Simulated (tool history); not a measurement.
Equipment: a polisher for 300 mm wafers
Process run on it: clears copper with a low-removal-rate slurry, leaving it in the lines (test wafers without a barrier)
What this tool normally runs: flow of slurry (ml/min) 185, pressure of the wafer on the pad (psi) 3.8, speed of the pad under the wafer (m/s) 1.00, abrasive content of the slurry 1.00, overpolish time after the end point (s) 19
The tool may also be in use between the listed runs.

| run | hour | flow of slurry (ml/min) | pressure of the wafer on the pad (psi) | speed of the pad under the wafer (m/s) | abrasive content of the slurry | overpolish time after the end point (s) | wafers since the last listed run | wafers polished on this pad | hours since the slurry nozzle was cleaned | hours since the head pressure was calibrated | hours since the slurry blender was calibrated | incoming thickness of the incoming film, nm | time until the end point was called (s) | dishing of a wide line in a test structure (Å) |
|---|---|---|---|---|---|---|---|---|---|---|---|---|---|---|
| 1 | 0.0 | 185 | 3.8 | 1.00 | 1.00 | 19 | 0 | 192 | 68.2 | 546.9 | 291.3 | 570.9 | 147.6 | 515 |
| 2 | 31.5 | 185 | 3.8 | 1.00 | 1.00 | 22 | 223 | 415 | 99.7 | 578.4 | 322.8 | 561.2 | 148.9 | 574 |
| 3 | 79.6 | 185 | 3.8 | 1.00 | 1.00 | 22 | 340 | 755 | 147.8 | 626.5 | 370.9 | 551.2 | 147.6 | 582 |
| 4 | 148.9 | 215 | 3.8 | 1.00 | 1.00 | 19 | 490 | 1246 | 217.1 | 695.8 | 440.2 | 551.1 | 151.1 | 510 |
|  | 175.7 | slurry blender recalibrated |
| 5 | 176.7 | 215 | 3.8 | 1.00 | 1.00 | 19 | 182 | 1429 | 244.9 | 723.6 | 1.0 | 568.6 | 152.5 | 502 |
| 6 | 227.1 | 215 | 3.8 | 1.00 | 1.00 | 19 | 356 | 1786 | 295.3 | 774.0 | 51.4 | 560.5 | 154.2 | 494 |
| 7 | 266.8 | 185 | 3.8 | 1.00 | 1.00 | 19 | 281 | 2067 | 335.0 | 813.7 | 91.1 | 566.9 | 165.4 | 482 |
| 8 | 325.1 | 185 | 3.8 | 1.00 | 1.00 | 19 | 412 | 2480 | 393.3 | 872.0 | 149.4 | 557.5 | 161.7 | 471 |
|  | 347.6 | slurry nozzle cleaned |
| 9 | 375.2 | 185 | 3.8 | 1.00 | 1.00 | 19 | 347 | 2828 | 27.6 | 922.1 | 199.5 | 567.1 | 169.2 | 469 |
|  | 418.9 | worn pad replaced by a new one |
| 10 | 419.4 | 170 | 3.2 | 0.64 | 1.00 | 19 | 284 | 3 | 71.8 | 966.3 | 243.7 | 557.9 | 229.3 | 338 |
| 11 | 455.5 | 185 | 3.8 | 1.00 | 1.00 | 19 | 255 | 259 | 107.9 | 1002.4 | 279.8 | 558.1 | 144.8 | 521 |
| 12 | 516.7 | 185 | 3.8 | 1.00 | 1.00 | 9 | 433 | 693 | 169.1 | 1063.6 | 341.0 | 561.2 | 150.8 | 264 |
|  | 568.0 | slurry blender recalibrated |
| 13 | 582.5 | 170 | 4.2 | 1.22 | 1.00 | 19 | 451 | 1144 | 234.9 | 1129.4 | 14.5 | 552.9 | 117.3 | 620 |
| 14 | 620.4 | 185 | 3.8 | 1.00 | 1.00 | 19 | 268 | 1413 | 272.8 | 1167.3 | 52.4 | 569.4 | 149.8 | 506 |
| 15 | 663.1 | 185 | 3.8 | 1.00 | 1.00 | 19 | 302 | 1715 | 315.5 | 1210.0 | 95.1 | 555.3 | 151.3 | 502 |
| 16 | 697.3 | 205 | 3.8 | 1.14 | 1.00 | 19 | 242 | 1957 | 349.7 | 1244.2 | 129.3 | 561.2 | 139.4 | 542 |
| 17 | 724.6 | 185 | 4.2 | 1.26 | 1.00 | 23 | 193 | 2151 | 377.0 | 1271.5 | 156.6 | 558.8 | 120.0 | 723 |
|  | 725.7 | slurry nozzle cleaned |
|  | 774.5 | worn pad replaced by a new one, of another model than before |
| 18 | 787.1 | 215 | 2.6 | 1.00 | 1.00 | 19 | 407 | 89 | 61.4 | 1334.0 | 219.1 | 566.3 | 180.4 | 426 |
| 19 | 817.6 | 130 | 3.8 | 1.18 | 0.85 | 22 | 216 | 305 | 91.9 | 1364.5 | 249.6 | 558.6 | 146.2 | 587 |
|  | 844.6 | head pressure recalibrated |
| 20 | 885.8 | 150 | 3.8 | 1.00 | 0.80 | 19 | 468 | 774 | 160.1 | 41.2 | 317.8 | 560.7 | 171.5 | 460 |
| 21 | 937.3 | 185 | 4.4 | 1.00 | 1.25 | 19 | 364 | 1138 | 211.6 | 92.7 | 369.3 | 557.9 | 123.4 | 609 |
| 22 | 978.2 | 185 | 3.8 | 1.00 | 1.00 | 19 | 289 | 1428 | 252.5 | 133.6 | 410.2 | 563.0 | 154.4 | 499 |
| 23 | 1023.1 | 185 | 3.8 | 0.74 | 0.75 | 12 | 318 | 1746 | 297.4 | 178.5 | 455.1 | 569.5 | 229.5 | 235 |
|  | 1064.2 | slurry blender recalibrated |
| 24 | 1067.9 | 130 | 3.0 | 1.00 | 1.00 | 15 | 303 | 2049 | 342.2 | 223.3 | 3.7 | 554.7 | 202.1 | 322 |
|  | 1108.6 | slurry nozzle cleaned |
| 25 | 1113.1 | 185 | 2.8 | 1.00 | 1.15 | 13 | 313 | 2362 | 4.5 | 268.5 | 48.9 | 563.5 | 196.4 | 298 |
|  | 1235.4 | worn pad replaced by a new one |
| 26 | 1292.5 | 185 | 3.8 | 1.00 | 1.00 | 19 | 1242 | 404 | 183.9 | 447.9 | 228.3 | 563.0 | 150.9 | 518 |
| 27 | 1346.1 | 120 | 3.2 | 1.00 | 1.00 | 13 | 379 | 783 | 237.5 | 501.5 | 281.9 | 552.6 | 182.8 | 301 |
| 28 | 1375.8 | 185 | 3.8 | 1.00 | 1.00 | 19 | 210 | 994 | 267.2 | 531.2 | 311.6 | 560.6 | 151.5 | 495 |
| 29 | 1441.5 | 205 | 4.9 | 1.00 | 0.90 | 19 | 465 | 1459 | 332.9 | 596.9 | 377.3 | 556.9 | 132.1 | 566 |

Across each entry between runs, compare the hidden state at the last listed run before it with the hidden state at the first listed run after it:
Logged between run 4 and run 5: slurry blender recalibrated (hour 175.7)
  removal rate lost through wear of the pad, %: 3.75 -> 4.5
  measured result minus the result with no hidden state, time until the end point was called (s): +5.7 -> +6.9; dishing of a wide line in a test structure (Å): -17 -> -20
Logged between run 8 and run 9: slurry nozzle cleaned (hour 347.6)
  removal rate lost through wear of the pad, %: 10.3 -> 13
  measured result minus the result with no hidden state, time until the end point was called (s): +16.7 -> +21.9; dishing of a wide line in a test structure (Å): -47 -> -59
Logged between run 9 and run 10: worn pad replaced by a new one (hour 418.9)
  removal rate lost through wear of the pad, %: 13 -> 0.0661
  measured result minus the result with no hidden state, time until the end point was called (s): +21.9 -> +0.2; dishing of a wide line in a test structure (Å): -59 -> +0
Logged between run 12 and run 13: slurry blender recalibrated (hour 568.0)
  removal rate lost through wear of the pad, %: 0.74 -> 1.95
  measured result minus the result with no hidden state, time until the end point was called (s): +1.2 -> +2.2; dishing of a wide line in a test structure (Å): -1 -> -10
Logged between run 17 and run 18: slurry nozzle cleaned (hour 725.7); worn pad replaced by a new one, of another model than before (hour 774.5)
  removal rate lost through wear of the pad, %: 6.64 -> 1.09
  measured result minus the result with no hidden state, time until the end point was called (s): +8.0 -> +2.0; dishing of a wide line in a test structure (Å): -40 -> -4
Logged between run 19 and run 20: head pressure recalibrated (hour 844.6)
  removal rate lost through wear of the pad, %: 1.21 -> 1.95
  measured result minus the result with no hidden state, time until the end point was called (s): +1.8 -> +3.4; dishing of a wide line in a test structure (Å): -6 -> -8
Logged between run 23 and run 24: slurry blender recalibrated (hour 1064.2)
  removal rate lost through wear of the pad, %: 5.43 -> 7.13
  measured result minus the result with no hidden state, time until the end point was called (s): +12.4 -> +14.4; dishing of a wide line in a test structure (Å): -13 -> -23
Logged between run 24 and run 25: slurry nozzle cleaned (hour 1108.6)
  removal rate lost through wear of the pad, %: 7.13 -> 9.14
  measured result minus the result with no hidden state, time until the end point was called (s): +14.4 -> +18.0; dishing of a wide line in a test structure (Å): -23 -> -27
Logged between run 25 and run 26: worn pad replaced by a new one (hour 1235.4)
  removal rate lost through wear of the pad, %: 9.14 -> 2.33
  measured result minus the result with no hidden state, time until the end point was called (s): +18.0 -> +3.6; dishing of a wide line in a test structure (Å): -27 -> -10
